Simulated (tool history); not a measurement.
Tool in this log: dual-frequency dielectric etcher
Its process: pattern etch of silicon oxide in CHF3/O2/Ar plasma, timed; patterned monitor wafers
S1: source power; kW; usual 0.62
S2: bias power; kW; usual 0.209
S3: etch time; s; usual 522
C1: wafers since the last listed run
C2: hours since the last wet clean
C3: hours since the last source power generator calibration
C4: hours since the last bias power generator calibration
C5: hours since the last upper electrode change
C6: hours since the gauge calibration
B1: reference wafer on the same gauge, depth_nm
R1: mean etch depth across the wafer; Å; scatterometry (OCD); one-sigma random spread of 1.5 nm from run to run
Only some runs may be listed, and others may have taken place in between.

| run | hour | S1 | S2 | S3 | C1 | C2 | C3 | C4 | C5 | C6 | B1 | R1 |
|---|---|---|---|---|---|---|---|---|---|---|---|---|
| 1 | 0 | 0.62 | 0.209 | 522 | 0 | 450.1 | 2390.9 | 2520.7 | 4145.8 | 726.4 | 829.9 | 10385 |
|  | 3.3 | gauge calibrated |
|  | 58.1 | wet clean of the chamber |
| 2 | 58.6 | 0.62 | 0.209 | 522 | 92 | 0.5 | 2449.5 | 2579.3 | 4204.4 | 55.3 | 829.7 | 10380 |
| 3 | 81.6 | 0.62 | 0.209 | 522 | 61 | 23.5 | 2472.5 | 2602.3 | 4227.4 | 78.3 | 830.1 | 10365 |
| 4 | 112.7 | 0.62 | 0.209 | 568 | 83 | 54.6 | 2503.6 | 2633.4 | 4258.5 | 109.4 | 829.4 | 11316 |
| 5 | 228.9 | 0.72 | 0.209 | 522 | 311 | 170.8 | 2619.8 | 2749.6 | 4374.7 | 225.6 | 829.8 | 11061 |
| 6 | 259.3 | 0.72 | 0.209 | 522 | 81 | 201.2 | 2650.2 | 2780 | 4405.1 | 256 | 829.8 | 11022 |
| 7 | 308.2 | 0.62 | 0.209 | 522 | 130 | 250.1 | 2699.1 | 2828.9 | 4454 | 304.9 | 829.8 | 10398 |
| 8 | 336.3 | 0.62 | 0.209 | 522 | 75 | 278.2 | 2727.2 | 2857 | 4482.1 | 333 | 830.1 | 10349 |
| 9 | 399.8 | 0.62 | 0.209 | 522 | 170 | 341.7 | 2790.7 | 2920.5 | 4545.6 | 396.5 | 830.1 | 10372 |
| 10 | 451.9 | 0.62 | 0.209 | 522 | 139 | 393.8 | 2842.8 | 2972.6 | 4597.7 | 448.6 | 829.8 | 10355 |
| 11 | 495.6 | 0.62 | 0.209 | 522 | 117 | 437.5 | 2886.5 | 3016.3 | 4641.4 | 492.3 | 829.7 | 10357 |
|  | 540.8 | wet clean of the chamber |
| 12 | 551.2 | 0.51 | 0.167 | 648 | 84 | 10.4 | 2942.1 | 3071.9 | 4697 | 547.9 | 830.2 | 11058 |
| 13 | 616 | 0.73 | 0.161 | 375 | 173 | 75.2 | 3006.9 | 3136.7 | 4761.8 | 612.7 | 830 | 7398 |
| 14 | 666.3 | 0.56 | 0.209 | 571.5 | 134 | 125.5 | 3057.2 | 3187 | 4812.1 | 663 | 829.7 | 10854 |
|  | 698.3 | source power generator calibrated |
| 15 | 698.8 | 0.62 | 0.209 | 672.5 | 76 | 158 | 0.5 | 3219.5 | 4844.6 | 695.5 | 830.5 | 13127 |
|  | 722.5 | bias power generator calibrated |
|  | 724.5 | upper electrode replaced |
| 16 | 736.1 | 0.74 | 0.192 | 600 | 83 | 195.3 | 37.8 | 13.6 | 11.6 | 732.8 | 830.4 | 12489 |
| 17 | 771.2 | 0.62 | 0.209 | 522 | 93 | 230.4 | 72.9 | 48.7 | 46.7 | 767.9 | 830.1 | 10358 |
|  | 778.9 | gauge calibrated |
| 18 | 820.1 | 0.62 | 0.18 | 522 | 130 | 279.3 | 121.8 | 97.6 | 95.6 | 41.2 | 830.4 | 9914 |
| 19 | 870.2 | 0.69 | 0.163 | 450 | 134 | 329.4 | 171.9 | 147.7 | 145.7 | 91.3 | 830.3 | 8704 |
| 20 | 940.9 | 0.76 | 0.242 | 469.5 | 189 | 400.1 | 242.6 | 218.4 | 216.4 | 162 | 830.5 | 10647 |
| 21 | 984.5 | 0.62 | 0.227 | 615 | 116 | 443.7 | 286.2 | 262 | 260 | 205.6 | 830.2 | 12572 |

5 ways to go on from here, each from the tool as it stands after run 21. What would each give?
| A | 985.1 | 0.49 | 0.209 | 522 | 1 | 444.3 | 286.8 | 262.6 | 260.6 | 206.2 | ? | ? |
| B | 985.1 | 0.62 | 0.233 | 522 | 1 | 444.3 | 286.8 | 262.6 | 260.6 | 206.2 | ? | ? |
| C | 985.1 | 0.62 | 0.209 | 604 | 1 | 444.3 | 286.8 | 262.6 | 260.6 | 206.2 | ? | ? |
| D | 985.1 | 0.62 | 0.209 | 674 | 1 | 444.3 | 286.8 | 262.6 | 260.6 | 206.2 | ? | ? |
| E | 985.1 | 0.68 | 0.25 | 599.5 | 1 | 444.3 | 286.8 | 262.6 | 260.6 | 206.2 | ? | ? |

| run | B1 | R1 |
|---|---|---|
| A | 829.9 | 9399 |
| B | 829.9 | 10737 |
| C | 829.9 | 12015 |
| D | 829.9 | 13407 |
| E | 829.9 | 13098 |
With no hidden state in the tool, these same runs would have given:
| run | R1 |
|---|---|
| A | 9321 |
| B | 10648 |
| C | 11915 |
| D | 13296 |
| E | 12991 |
